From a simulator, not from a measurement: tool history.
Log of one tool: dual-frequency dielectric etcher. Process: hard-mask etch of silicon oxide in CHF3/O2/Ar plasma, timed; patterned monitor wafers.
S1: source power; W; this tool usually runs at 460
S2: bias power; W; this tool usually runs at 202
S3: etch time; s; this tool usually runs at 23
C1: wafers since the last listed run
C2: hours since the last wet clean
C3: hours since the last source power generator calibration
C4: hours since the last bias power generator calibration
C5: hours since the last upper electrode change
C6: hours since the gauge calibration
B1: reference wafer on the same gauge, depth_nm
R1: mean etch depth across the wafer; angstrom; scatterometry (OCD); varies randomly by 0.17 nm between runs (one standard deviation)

run 1 day=0 | S1=460 S2=202 S3=23 | C1=0 C2=214.6 C3=76 C4=1978.6 C5=55.9 C6=1127.5 | B1=49.89 | R1=421.4
run 2 day=3.108 | S1=510 S2=202 S3=23 | C1=1031 C2=289.2 C3=150.6 C4=2053.2 C5=130.5 C6=1202.1 | B1=49.88 | R1=431.8
run 3 day=4.392 | S1=510 S2=202 S3=23 | C1=425 C2=320 C3=181.4 C4=2084 C5=161.3 C6=1232.9 | B1=49.83 | R1=429.3
run 4 day=6.358 | S1=510 S2=202 S3=23 | C1=652 C2=367.2 C3=228.6 C4=2131.2 C5=208.5 C6=1280.1 | B1=49.87 | R1=429
-- day=7.279 bias power generator calibrated
run 5 day=7.925 | S1=460 S2=174 S3=18 | C1=464 C2=404.8 C3=266.2 C4=15.5 C5=246.1 C6=1317.7 | B1=49.95 | R1=304.8
-- day=9.092 wet clean of the chamber
run 6 day=15.958 | S1=460 S2=174 S3=18 | C1=2333 C2=164.8 C3=459 C4=208.3 C5=438.9 C6=1510.5 | B1=49.93 | R1=306.9
run 7 day=18.821 | S1=460 S2=202 S3=23 | C1=949 C2=233.5 C3=527.7 C4=277 C5=507.6 C6=1579.2 | B1=49.92 | R1=423.8
run 8 day=20.267 | S1=380 S2=159 S3=19.5 | C1=479 C2=268.2 C3=562.4 C4=311.7 C5=542.3 C6=1613.9 | B1=49.9 | R1=305.7
run 9 day=22.475 | S1=460 S2=202 S3=23 | C1=732 C2=321.2 C3=615.4 C4=364.7 C5=595.3 C6=1666.9 | B1=49.87 | R1=422.7
run 10 day=25.196 | S1=500 S2=248 S3=20 | C1=902 C2=386.5 C3=680.7 C4=430 C5=660.6 C6=1732.2 | B1=49.87 | R1=413.3
-- day=26.471 wet clean of the chamber
run 11 day=26.492 | S1=460 S2=228 S3=23 | C1=98 C2=0.5 C3=711.8 C4=461.1 C5=691.7 C6=1763.3 | B1=49.9 | R1=456.9
run 12 day=28.108 | S1=520 S2=170 S3=21 | C1=536 C2=39.3 C3=750.6 C4=499.9 C5=730.5 C6=1802.1 | B1=49.85 | R1=370.2
run 13 day=31.088 | S1=540 S2=202 S3=25 | C1=988 C2=110.8 C3=822.1 C4=571.4 C5=802 C6=1873.6 | B1=49.85 | R1=484.3
run 14 day=32.804 | S1=400 S2=238 S3=26.5 | C1=569 C2=152 C3=863.3 C4=612.6 C5=843.2 C6=1914.8 | B1=49.93 | R1=521.7
run 15 day=34.35 | S1=410 S2=161 S3=28 | C1=512 C2=189.1 C3=900.4 C4=649.7 C5=880.3 C6=1951.9 | B1=49.91 | R1=450.9
run 16 day=36.667 | S1=460 S2=174 S3=18 | C1=768 C2=244.7 C3=956 C4=705.3 C5=935.9 C6=2007.5 | B1=49.97 | R1=310.6
run 17 day=38.55 | S1=520 S2=183 S3=23 | C1=624 C2=289.9 C3=1001.2 C4=750.5 C5=981.1 C6=2052.7 | B1=49.99 | R1=416.8
-- day=39.258 gauge calibrated
run 18 day=40.35 | S1=460 S2=202 S3=23 | C1=597 C2=333.1 C3=1044.4 C4=793.7 C5=1024.3 C6=26.2 | B1=49.93 | R1=425.3
run 19 day=41.429 | S1=460 S2=202 S3=23 | C1=358 C2=359 C3=1070.3 C4=819.6 C5=1050.2 C6=52.1 | B1=49.91 | R1=425
run 20 day=44.362 | S1=560 S2=231 S3=27.5 | C1=973 C2=429.4 C3=1140.7 C4=890 C5=1120.6 C6=122.5 | B1=49.93 | R1=564.1
-- day=46.792 wet clean of the chamber
run 21 day=46.812 | S1=500 S2=231 S3=17 | C1=481 C2=0.5 C3=1199.5 C4=948.8 C5=1179.4 C6=181.3 | B1=49.91 | R1=347.1
run 22 day=47.971 | S1=460 S2=202 S3=29.5 | C1=384 C2=28.3 C3=1227.3 C4=976.6 C5=1207.2 C6=209.1 | B1=49.83 | R1=553.5
run 23 day=50.133 | S1=510 S2=243 S3=20 | C1=717 C2=80.2 C3=1279.2 C4=1028.5 C5=1259.1 C6=261 | B1=49.92 | R1=417.4
run 24 day=51.604 | S1=460 S2=222 S3=26.5 | C1=487 C2=115.5 C3=1314.5 C4=1063.8 C5=1294.4 C6=296.3 | B1=49.97 | R1=517.9
run 25 day=52.742 | S1=460 S2=202 S3=23 | C1=377 C2=142.8 C3=1341.8 C4=1091.1 C5=1321.7 C6=323.6 | B1=49.94 | R1=427.6
run 26 day=54.325 | S1=460 S2=155 S3=23 | C1=525 C2=180.8 C3=1379.8 C4=1129.1 C5=1359.7 C6=361.6 | B1=49.85 | R1=374
run 27 day=55.754 | S1=460 S2=202 S3=19 | C1=474 C2=215.1 C3=1414.1 C4=1163.4 C5=1394 C6=395.9 | B1=49.91 | R1=351
run 28 day=57.938 | S1=460 S2=223 S3=16.5 | C1=724 C2=267.5 C3=1466.5 C4=1215.8 C5=1446.4 C6=448.3 | B1=49.96 | R1=320.8
run 29 day=60.858 | S1=510 S2=250 S3=18.5 | C1=969 C2=337.6 C3=1536.6 C4=1285.9 C5=1516.5 C6=518.4 | B1=49.85 | R1=388.8

Each run again, without the hidden state but with its own random variation kept:
The hidden state here: etch rate over this chamber's usual, %; source power that arrives over what is set, %; bias power that arrives over what is set, %; gauge reads high (%).
run=1 R1=428.2
run=2 R1=440.9
run=3 R1=439.3
run=4 R1=440.3
run=5 R1=313.6
run=6 R1=309.9
run=7 R1=429.8
run=8 R1=310.7
run=9 R1=431.1
run=10 R1=423.4
run=11 R1=455.4
run=12 R1=369.9
run=13 R1=486.1
run=14 R1=525.1
run=15 R1=454.9
run=16 R1=314.5
run=17 R1=423.2
run=18 R1=433.1
run=19 R1=433.5
run=20 R1=578.1
run=21 R1=346.4
run=22 R1=553.3
run=23 R1=418.6
run=24 R1=520.5
run=25 R1=430.6
run=26 R1=377.5
run=27 R1=355.1
run=28 R1=325.7
run=29 R1=396.5
